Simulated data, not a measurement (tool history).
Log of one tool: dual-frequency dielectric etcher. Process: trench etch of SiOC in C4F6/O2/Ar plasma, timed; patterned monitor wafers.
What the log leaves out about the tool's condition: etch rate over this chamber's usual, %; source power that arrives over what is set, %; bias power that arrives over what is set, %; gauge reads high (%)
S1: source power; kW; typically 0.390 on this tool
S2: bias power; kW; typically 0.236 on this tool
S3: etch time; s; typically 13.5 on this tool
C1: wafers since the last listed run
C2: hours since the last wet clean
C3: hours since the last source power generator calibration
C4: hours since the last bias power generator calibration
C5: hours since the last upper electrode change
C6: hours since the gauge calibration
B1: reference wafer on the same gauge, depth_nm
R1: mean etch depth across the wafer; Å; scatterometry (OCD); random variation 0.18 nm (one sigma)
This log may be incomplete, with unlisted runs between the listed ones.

run,hour,S1,S2,S3,C1,C2,C3,C4,C5,C6,B1,R1
1,0.0,0.450,0.236,11.0,0,54.7,1642.1,1599.1,3943.0,749.8,37.83,314.5
2,48.4,0.450,0.236,11.0,756,103.1,1690.5,1647.5,3991.4,798.2,37.89,312.1
3,85.2,0.450,0.236,11.0,575,139.9,1727.3,1684.3,4028.2,835.0,37.93,311.4
4,274.6,0.390,0.236,13.5,2962,329.3,1916.7,1873.7,4217.6,1024.4,38.11,362.5
# hour 352.5: wet clean of the chamber
5,353.0,0.390,0.236,13.5,850,0.5,1995.1,1952.1,4296.0,1102.8,38.18,362.1
6,364.2,0.390,0.236,13.5,175,11.7,2006.3,1963.3,4307.2,1114.0,38.16,363.4
7,431.8,0.390,0.236,15.0,1057,79.3,2073.9,2030.9,4374.8,1181.6,38.18,402.9
# hour 440.7: bias power generator calibrated
# hour 451.8: gauge calibrated
8,459.8,0.390,0.236,10.5,375,107.3,2101.9,19.1,4402.8,8.0,37.07,272.5
9,509.1,0.390,0.236,10.5,771,156.6,2151.2,68.4,4452.1,57.3,37.16,273.5
10,534.6,0.390,0.279,13.5,398,182.1,2176.7,93.9,4477.6,82.8,37.10,374.8
11,594.0,0.390,0.236,13.5,929,241.5,2236.1,153.3,4537.0,142.2,37.21,350.6
12,664.1,0.390,0.236,13.5,1096,311.6,2306.2,223.4,4607.1,212.3,37.22,353.9
# hour 724.2: source power generator calibrated
13,734.1,0.390,0.236,13.5,1032,381.6,9.9,293.4,4677.1,282.3,37.27,354.3
# hour 769.1: wet clean of the chamber
14,771.5,0.330,0.179,12.0,209,2.4,47.3,330.8,4714.5,319.7,37.34,261.4
# hour 864.7: upper electrode replaced
15,898.0,0.390,0.254,16.0,1603,128.9,173.8,457.3,33.3,446.2,37.48,430.6
16,968.2,0.390,0.293,13.5,1097,199.1,244.0,527.5,103.5,516.4,37.56,383.3

Run 17 is up next; what results do you expect?
17,995.3,0.390,0.236,16.5,423,226.2,271.1,554.6,130.6,543.5,?,?

{"run 17": {"B1": 37.57, "R1": 435.6}}
Without the tool's hidden state the same run would have given R1 430.3 Å.
